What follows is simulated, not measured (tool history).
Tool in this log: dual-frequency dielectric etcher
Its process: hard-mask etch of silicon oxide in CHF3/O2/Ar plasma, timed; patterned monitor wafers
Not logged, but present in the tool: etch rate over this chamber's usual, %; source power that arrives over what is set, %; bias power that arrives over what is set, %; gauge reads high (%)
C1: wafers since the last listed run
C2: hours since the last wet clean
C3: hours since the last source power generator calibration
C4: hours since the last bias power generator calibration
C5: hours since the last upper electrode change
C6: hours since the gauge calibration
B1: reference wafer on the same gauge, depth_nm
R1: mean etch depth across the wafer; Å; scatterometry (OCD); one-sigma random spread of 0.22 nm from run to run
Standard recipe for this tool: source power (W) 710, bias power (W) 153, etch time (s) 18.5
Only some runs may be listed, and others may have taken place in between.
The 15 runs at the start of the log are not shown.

{"hour": 984.5, "done": "wet clean of the chamber"}
{"run": 16, "hour": 985.0, "source power (W)": 630, "bias power (W)": 135, "etch time (s)": 17.0, "C1": 992, "C2": 0.5, "C3": 328.8, "C4": 804.5, "C5": 5302.4, "C6": 1508.3, "B1": 43.16, "R1": 311.6}
{"run": 17, "hour": 1079.3, "source power (W)": 610, "bias power (W)": 153, "etch time (s)": 18.5, "C1": 1761, "C2": 94.8, "C3": 423.1, "C4": 898.8, "C5": 5396.7, "C6": 1602.6, "B1": 43.23, "R1": 351.7}
{"run": 18, "hour": 1186.7, "source power (W)": 710, "bias power (W)": 153, "etch time (s)": 18.5, "C1": 2006, "C2": 202.2, "C3": 530.5, "C4": 1006.2, "C5": 5504.1, "C6": 1710.0, "B1": 43.18, "R1": 368.6}
{"run": 19, "hour": 1249.3, "source power (W)": 710, "bias power (W)": 169, "etch time (s)": 23.5, "C1": 1169, "C2": 264.8, "C3": 593.1, "C4": 1068.8, "C5": 5566.7, "C6": 1772.6, "B1": 43.04, "R1": 479.5}
{"run": 20, "hour": 1294.2, "source power (W)": 710, "bias power (W)": 153, "etch time (s)": 18.5, "C1": 838, "C2": 309.7, "C3": 638.0, "C4": 1113.7, "C5": 5611.6, "C6": 1817.5, "B1": 43.13, "R1": 368.1}
{"run": 21, "hour": 1331.0, "source power (W)": 540, "bias power (W)": 141, "etch time (s)": 18.5, "C1": 687, "C2": 346.5, "C3": 674.8, "C4": 1150.5, "C5": 5648.4, "C6": 1854.3, "B1": 43.14, "R1": 329.0}
{"run": 22, "hour": 1369.9, "source power (W)": 710, "bias power (W)": 153, "etch time (s)": 21.5, "C1": 726, "C2": 385.4, "C3": 713.7, "C4": 1189.4, "C5": 5687.3, "C6": 1893.2, "B1": 43.13, "R1": 425.4}
{"hour": 1371.1, "done": "gauge calibrated"}
{"hour": 1415.7, "done": "upper electrode replaced"}
{"run": 23, "hour": 1463.1, "source power (W)": 710, "bias power (W)": 153, "etch time (s)": 18.5, "C1": 1292, "C2": 478.6, "C3": 806.9, "C4": 1282.6, "C5": 47.4, "C6": 92.0, "B1": 42.96, "R1": 369.0}
{"run": 24, "hour": 1518.5, "source power (W)": 550, "bias power (W)": 179, "etch time (s)": 14.5, "C1": 1035, "C2": 534.0, "C3": 862.3, "C4": 1338.0, "C5": 102.8, "C6": 147.4, "B1": 43.21, "R1": 285.7}
{"hour": 1594.6, "done": "wet clean of the chamber"}
{"run": 25, "hour": 1595.1, "source power (W)": 710, "bias power (W)": 172, "etch time (s)": 17.0, "C1": 982, "C2": 0.5, "C3": 938.9, "C4": 1414.6, "C5": 179.4, "C6": 224.0, "B1": 43.03, "R1": 352.7}
{"run": 26, "hour": 1678.3, "source power (W)": 560, "bias power (W)": 153, "etch time (s)": 16.0, "C1": 1554, "C2": 83.7, "C3": 1022.1, "C4": 1497.8, "C5": 262.6, "C6": 307.2, "B1": 42.99, "R1": 294.8}
{"run": 27, "hour": 1723.4, "source power (W)": 710, "bias power (W)": 153, "etch time (s)": 22.0, "C1": 842, "C2": 128.8, "C3": 1067.2, "C4": 1542.9, "C5": 307.7, "C6": 352.3, "B1": 43.23, "R1": 434.7}
{"run": 28, "hour": 1793.6, "source power (W)": 710, "bias power (W)": 153, "etch time (s)": 18.5, "C1": 1311, "C2": 199.0, "C3": 1137.4, "C4": 1613.1, "C5": 377.9, "C6": 422.5, "B1": 43.0, "R1": 366.3}
{"run": 29, "hour": 1866.1, "source power (W)": 590, "bias power (W)": 119, "etch time (s)": 24.0, "C1": 1354, "C2": 271.5, "C3": 1209.9, "C4": 1685.6, "C5": 450.4, "C6": 495.0, "B1": 43.04, "R1": 416.2}
{"run": 30, "hour": 1947.1, "source power (W)": 710, "bias power (W)": 142, "etch time (s)": 18.5, "C1": 1513, "C2": 352.5, "C3": 1290.9, "C4": 1766.6, "C5": 531.4, "C6": 576.0, "B1": 43.04, "R1": 360.1}
{"hour": 1984.8, "done": "bias power generator calibrated"}
{"run": 31, "hour": 1986.5, "source power (W)": 710, "bias power (W)": 153, "etch time (s)": 18.5, "C1": 661, "C2": 391.9, "C3": 1330.3, "C4": 1.7, "C5": 570.8, "C6": 615.4, "B1": 43.05, "R1": 368.9}

3 options for the next run, each taken on its own from the tool as it stands now. Forecast them:
{"run": "A", "hour": 1986.9, "source power (W)": 710, "bias power (W)": 153, "etch time (s)": 18.5, "C1": 7, "C2": 392.3, "C3": 1330.7, "C4": 2.1, "C5": 571.2, "C6": 615.8, "B1": "?", "R1": "?"}
{"run": "B", "hour": 1986.9, "source power (W)": 710, "bias power (W)": 168, "etch time (s)": 18.5, "C1": 7, "C2": 392.3, "C3": 1330.7, "C4": 2.1, "C5": 571.2, "C6": 615.8, "B1": "?", "R1": "?"}
{"run": "C", "hour": 1986.9, "source power (W)": 710, "bias power (W)": 140, "etch time (s)": 24.0, "C1": 7, "C2": 392.3, "C3": 1330.7, "C4": 2.1, "C5": 571.2, "C6": 615.8, "B1": "?", "R1": "?"}

run=A B1=43.11 R1=371.0
run=B B1=43.11 R1=383.1
run=C B1=43.11 R1=467.1
Stripped of hidden state, with their random variation kept, the same runs would have yielded:
run=A R1=371.0
run=B R1=383.1
run=C R1=467.1

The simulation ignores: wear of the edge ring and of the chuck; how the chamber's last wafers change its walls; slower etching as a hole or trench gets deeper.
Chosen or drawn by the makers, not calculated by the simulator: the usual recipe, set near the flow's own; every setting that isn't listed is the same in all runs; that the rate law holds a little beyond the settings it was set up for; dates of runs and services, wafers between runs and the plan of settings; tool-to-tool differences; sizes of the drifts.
